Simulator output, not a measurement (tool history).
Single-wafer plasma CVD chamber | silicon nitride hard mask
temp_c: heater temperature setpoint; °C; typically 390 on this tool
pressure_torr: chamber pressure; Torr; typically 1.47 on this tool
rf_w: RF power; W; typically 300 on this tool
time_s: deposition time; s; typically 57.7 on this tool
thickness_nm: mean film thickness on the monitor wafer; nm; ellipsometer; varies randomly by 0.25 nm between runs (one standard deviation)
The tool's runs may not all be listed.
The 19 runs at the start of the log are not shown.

| run | hour | temp_c | pressure_torr | rf_w | time_s | read-back reference wafer on the same gauge, thickness_nm | thickness_nm |
|---|---|---|---|---|---|---|---|
| 20 | 240 | 402 | 1.14 | 320 | 61.6 | 61.262 | 71.657 |
| 21 | 255.9 | 379 | 1.47 | 345 | 57.7 | 61.296 | 78.955 |
|  | 263.1 | gauge calibrated |
| 22 | 273.1 | 397 | 1.24 | 245 | 49.9 | 61.242 | 51.257 |
| 23 | 288.5 | 390 | 1.47 | 300 | 57.7 | 61.274 | 72.331 |
| 24 | 294.9 | 380 | 1.47 | 300 | 57.7 | 61.272 | 72.574 |
| 25 | 311.2 | 390 | 1.47 | 300 | 46.7 | 61.325 | 58.265 |
| 26 | 327.7 | 390 | 1.47 | 355 | 51.7 | 61.326 | 71.5 |
| 27 | 334.6 | 390 | 1.27 | 300 | 57.7 | 61.314 | 68.361 |
| 28 | 347.6 | 390 | 1.47 | 300 | 57.7 | 61.329 | 72.295 |
| 29 | 356.5 | 405 | 1.47 | 300 | 57.7 | 61.308 | 72.005 |
| 30 | 363.3 | 390 | 1.47 | 300 | 57.7 | 61.323 | 72.188 |

Each row is a separate what-if for the run after 30, all from the same tool condition, not one after another. Results?
| A | 363.7 | 390 | 1.47 | 300 | 57.7 | ? | ? |
| B | 363.7 | 390 | 1.37 | 245 | 52.7 | ? | ? |
| C | 363.7 | 390 | 1.74 | 300 | 49.8 | ? | ? |

| run | read-back reference wafer on the same gauge, thickness_nm | thickness_nm |
|---|---|---|
| A | 61.243 | 71.909 |
| B | 61.243 | 56.433 |
| C | 61.243 | 66.077 |
Had the tool no hidden state, the same runs would have come out as:
| run | thickness_nm |
|---|---|
| A | 72.981 |
| B | 57.308 |
| C | 67.062 |
